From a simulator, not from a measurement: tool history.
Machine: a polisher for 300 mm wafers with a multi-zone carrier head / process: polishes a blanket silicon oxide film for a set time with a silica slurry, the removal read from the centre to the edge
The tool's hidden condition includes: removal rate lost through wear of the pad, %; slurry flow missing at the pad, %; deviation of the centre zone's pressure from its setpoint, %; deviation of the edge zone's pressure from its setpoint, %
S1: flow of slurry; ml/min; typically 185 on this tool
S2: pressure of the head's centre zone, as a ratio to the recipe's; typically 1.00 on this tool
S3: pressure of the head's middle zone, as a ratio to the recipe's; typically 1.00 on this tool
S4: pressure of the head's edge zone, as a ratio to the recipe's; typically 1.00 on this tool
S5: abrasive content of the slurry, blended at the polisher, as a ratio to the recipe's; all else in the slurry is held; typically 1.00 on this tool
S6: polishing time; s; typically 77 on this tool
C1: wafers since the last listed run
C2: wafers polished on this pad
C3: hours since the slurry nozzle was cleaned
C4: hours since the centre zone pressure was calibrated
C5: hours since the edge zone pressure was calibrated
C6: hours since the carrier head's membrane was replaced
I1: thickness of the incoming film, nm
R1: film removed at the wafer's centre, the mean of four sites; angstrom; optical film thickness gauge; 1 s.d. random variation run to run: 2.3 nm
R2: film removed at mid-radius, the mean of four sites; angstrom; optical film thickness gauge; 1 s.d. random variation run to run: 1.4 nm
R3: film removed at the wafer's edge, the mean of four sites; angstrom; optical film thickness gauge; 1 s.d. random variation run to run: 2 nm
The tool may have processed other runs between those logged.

run   hour   S1    S2    S3    S4    S5  S6   C1   C2     C3      C4     C5     C6     I1    R1    R2    R3
  1    0.0  185  1.07  1.00  1.00  1.00  77    0  198  100.5   953.1  633.2  613.6  795.5  2291  2078  2099
  2   13.6  185  1.00  1.00  1.00  1.00  77   77  275  114.1   966.7  646.8  627.2  799.7  2165  2047  2082
  3   24.6  185  1.00  1.00  1.00  1.00  77   62  338  125.1   977.7  657.8  638.2  800.5  2147  2066  2053
  4   34.3  185  1.00  1.00  1.00  1.00  77   55  393  134.8   987.4  667.5  647.9  782.1  2126  2015  2075
  5   50.3  185  1.00  1.00  1.00  1.00  77   91  484  150.8  1003.4  683.5  663.9  787.6  2154  2006  2024
  6   58.5  185  1.00  1.00  1.00  1.00  77   46  531  159.0  1011.6  691.7  672.1  792.7  2062  2020  2038
  7   71.3  185  1.00  1.00  1.04  1.00  77   72  603  171.8  1024.4  704.5  684.9  805.7  2117  2000  2077
  8   85.4  185  1.00  1.00  1.04  1.00  77   80  684  185.9  1038.5  718.6  699.0  795.0  2034  1955  2052
      87.4  -- edge zone pressure recalibrated
      98.1  -- worn pad replaced by a new one, of another model than before
  9  100.9  185  1.00  1.00  1.04  1.00  77   54   15  201.4  1054.0   13.5  714.5  807.7  2174  2075  2152
 10  115.0  185  1.00  1.00  1.00  1.00  77   80   96  215.5  1068.1   27.6  728.6  796.8  2165  2064  2122
     128.6  -- slurry nozzle cleaned
 11  132.7  145  1.00  1.00  1.00  0.75  77   95  191    4.1  1085.8   45.3  746.3  803.3  1778  1716  1734
 12  156.9  185  0.96  1.00  1.00  0.75  77  137  328   28.3  1110.0   69.5  770.5  803.7  1737  1749  1764
 13  173.9  185  1.05  1.10  1.05  1.00  77   96  425   45.3  1127.0   86.5  787.5  799.0  2222  2203  2123
 14  191.0  145  1.00  1.00  1.00  0.75  77   97  523   62.4  1144.1  103.6  804.6  795.3  1754  1669  1701
 15  198.2  185  1.00  1.00  1.00  1.00  68   40  564   69.6  1151.3  110.8  811.8  795.3  1804  1759  1816
 16  207.8  185  1.00  1.00  1.00  1.25  77   54  618   79.2  1160.9  120.4  821.4  791.3  2303  2219  2271
     209.9  -- centre zone pressure recalibrated
     212.1  -- worn pad replaced by a new one
     220.3  -- carrier head's membrane replaced by a new one
 17  222.7  185  1.00  1.04  1.08  1.30  77   32   31   94.1    12.8  135.3    2.4  797.8  2472  2437  2465
 18  238.8  155  0.92  0.95  1.08  1.00  77   91  123  110.2    28.9  151.4   18.5  790.5  1980  1986  2168
 19  253.4  125  1.00  1.00  1.00  1.20  77   83  206  124.8    43.5  166.0   33.1  801.3  2215  2161  2242
 20  264.9  185  0.88  1.00  1.04  0.85  56   65  272  136.3    55.0  177.5   44.6  797.5  1233  1346  1412
 21  271.5  185  1.05  1.10  1.05  1.00  77   37  309  142.9    61.6  184.1   51.2  795.9  2232  2227  2137
 22  284.3  185  1.10  1.00  1.00  1.00  77   72  382  155.7    74.4  196.9   64.0  806.4  2342  2038  2074

Consider 4 possible next runs. They are alternatives, not a sequence: every one starts from the tool as it was left by run 22. What does each give?
  A  284.7  185  1.00  1.00  1.00  1.00   66   2  384  156.1  74.8  197.3  64.4  803.1   ?   ?   ?
  B  284.7  130  0.89  1.07  1.00  1.00  101   2  384  156.1  74.8  197.3  64.4  803.1   ?   ?   ?
  C  284.7  125  1.00  0.91  1.00  1.00   77   2  384  156.1  74.8  197.3  64.4  803.1   ?   ?   ?
  D  284.7  185  1.00  0.95  1.00  0.90   77   2  384  156.1  74.8  197.3  64.4  803.1   ?   ?   ?

run    R1    R2    R3
  A  1822  1734  1794
  B  2405  2736  2688
  C  2053  1814  2049
  D  2006  1830  1977
With the hidden condition removed and each run's random variation left untouched, the same runs would have given:
run    R1    R2    R3
  A  1858  1768  1829
  B  2452  2790  2740
  C  2093  1849  2089
  D  2046  1865  2015

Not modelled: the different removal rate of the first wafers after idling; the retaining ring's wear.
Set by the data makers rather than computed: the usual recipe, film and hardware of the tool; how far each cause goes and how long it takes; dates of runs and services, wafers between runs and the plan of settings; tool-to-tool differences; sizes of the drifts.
